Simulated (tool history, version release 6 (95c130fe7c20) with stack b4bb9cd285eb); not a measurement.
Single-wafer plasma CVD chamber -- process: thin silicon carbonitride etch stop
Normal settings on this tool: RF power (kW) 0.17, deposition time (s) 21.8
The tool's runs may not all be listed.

| run | hour | RF power (kW) | deposition time (s) | wafers since the last listed run | hours since the last thermocouple change | hours since the last RF generator calibration | hours since the showerhead was replaced | hours since the gauge calibration | read-back reference wafer on the same gauge, thickness_nm | mean film thickness on the monitor wafer (nm) |
|---|---|---|---|---|---|---|---|---|---|---|
| 1 | 0 | 0.17 | 21.8 | 0 | 1015.3 | 190.7 | 4759.6 | 1725.2 | 11.996 | 12.357 |
|  | 8.2 | thermocouple changed; heater temperature recalibrated |
| 2 | 44.4 | 0.17 | 21.8 | 1032 | 36.2 | 235.1 | 4804 | 1769.6 | 11.994 | 12.348 |
| 3 | 102.2 | 0.17 | 21.8 | 1639 | 94 | 292.9 | 4861.8 | 1827.4 | 12.002 | 12.283 |
| 4 | 202.5 | 0.17 | 21.8 | 2844 | 194.3 | 393.2 | 4962.1 | 1927.7 | 12.006 | 12.343 |
| 5 | 300.1 | 0.17 | 21.8 | 2768 | 291.9 | 490.8 | 5059.7 | 2025.3 | 12 | 12.23 |
| 6 | 453.1 | 0.17 | 21.8 | 4339 | 444.9 | 643.8 | 5212.7 | 2178.3 | 11.998 | 12.136 |
| 7 | 500.3 | 0.17 | 21.8 | 1338 | 492.1 | 691 | 5259.9 | 2225.5 | 11.997 | 12.139 |
|  | 545.4 | RF generator calibrated |
| 8 | 558.9 | 0.17 | 21.8 | 1435 | 550.7 | 13.5 | 5318.5 | 2284.1 | 12.007 | 12.397 |
| 9 | 612.7 | 0.18 | 21.8 | 1525 | 604.5 | 67.3 | 5372.3 | 2337.9 | 11.998 | 12.697 |
| 10 | 656 | 0.15 | 21.8 | 1228 | 647.8 | 110.6 | 5415.6 | 2381.2 | 11.999 | 11.947 |
|  | 693 | showerhead replaced |
| 11 | 726.8 | 0.17 | 21.8 | 1781 | 718.6 | 181.4 | 33.8 | 2452 | 11.995 | 12.388 |
| 12 | 815.5 | 0.17 | 21.8 | 2515 | 807.3 | 270.1 | 122.5 | 2540.7 | 11.992 | 12.337 |
| 13 | 898.7 | 0.155 | 19.9 | 2359 | 890.5 | 353.3 | 205.7 | 2623.9 | 12.003 | 10.877 |
| 14 | 1003.7 | 0.16 | 17.8 | 2978 | 995.5 | 458.3 | 310.7 | 2728.9 | 12.009 | 9.778 |
|  | 1057.6 | gauge calibrated |
| 15 | 1087.9 | 0.2 | 24.8 | 2388 | 1079.7 | 542.5 | 394.9 | 30.3 | 11.998 | 14.631 |
| 16 | 1153.5 | 0.17 | 21.8 | 1860 | 1145.3 | 608.1 | 460.5 | 95.9 | 11.999 | 12.226 |
|  | 1192.6 | thermocouple changed; heater temperature recalibrated |
| 17 | 1221.2 | 0.17 | 21.8 | 1693 | 28.6 | 675.8 | 528.2 | 163.6 | 11.999 | 12.191 |
| 18 | 1264.7 | 0.17 | 20.1 | 1233 | 72.1 | 719.3 | 571.7 | 207.1 | 12.001 | 11.2 |
| 19 | 1339.6 | 0.14 | 23.9 | 2124 | 147 | 794.2 | 646.6 | 282 | 12.003 | 12.521 |
|  | 1349 | RF generator calibrated |
| 20 | 1417.7 | 0.17 | 21.8 | 1988 | 225.1 | 68.7 | 724.7 | 360.1 | 11.997 | 12.39 |
| 21 | 1698.7 | 0.2 | 20.4 | 7969 | 506.1 | 349.7 | 1005.7 | 641.1 | 11.998 | 12.079 |
| 22 | 1769.4 | 0.17 | 21.8 | 2005 | 576.8 | 420.4 | 1076.4 | 711.8 | 12 | 12.207 |
| 23 | 2035.4 | 0.15 | 24.5 | 7544 | 842.8 | 686.4 | 1342.4 | 977.8 | 11.998 | 13.143 |
| 24 | 2071.5 | 0.135 | 24.1 | 1023 | 878.9 | 722.5 | 1378.5 | 1013.9 | 11.998 | 12.34 |
|  | 2139.2 | RF generator calibrated |
| 25 | 2164 | 0.17 | 21.8 | 2396 | 971.4 | 24.8 | 1471 | 1106.4 | 12.005 | 12.455 |

Describe how what the log doesn't record of the tool's condition differs between the last listed run preceding each entry between runs and the first listed run following it.
After run 1, before run 2: thermocouple changed; heater temperature recalibrated (hour 8.2)
  delivered RF power above the setpoint (%): -2.21 -> -2.65
  measured less the result without the state, mean film thickness on the monitor wafer (nm): -0.091 -> -0.108
After run 7, before run 8: RF generator calibrated (hour 545.4)
  delivered RF power above the setpoint (%): -7.09 -> -0.477
  measured less the result without the state, mean film thickness on the monitor wafer (nm): -0.295 -> -0.02
After run 10, before run 11: showerhead replaced (hour 693)
  delivered RF power above the setpoint (%): -1.42 -> -2.12
  measured less the result without the state, mean film thickness on the monitor wafer (nm): -0.056 -> -0.086
After run 14, before run 15: gauge calibrated (hour 1057.6)
  delivered RF power above the setpoint (%): -4.82 -> -5.64
  measured less the result without the state, mean film thickness on the monitor wafer (nm): -0.159 -> -0.279
After run 16, before run 17: thermocouple changed; heater temperature recalibrated (hour 1192.6)
  delivered RF power above the setpoint (%): -6.28 -> -6.94
  measured less the result without the state, mean film thickness on the monitor wafer (nm): -0.261 -> -0.29
After run 19, before run 20: RF generator calibrated (hour 1349)
  delivered RF power above the setpoint (%): -8.09 -> -1.88
  measured less the result without the state, mean film thickness on the monitor wafer (nm): -0.35 -> -0.076
After run 24, before run 25: RF generator calibrated (hour 2139.2)
  delivered RF power above the setpoint (%): -8.26 -> -0.539
  measured less the result without the state, mean film thickness on the monitor wafer (nm): -0.352 -> -0.022
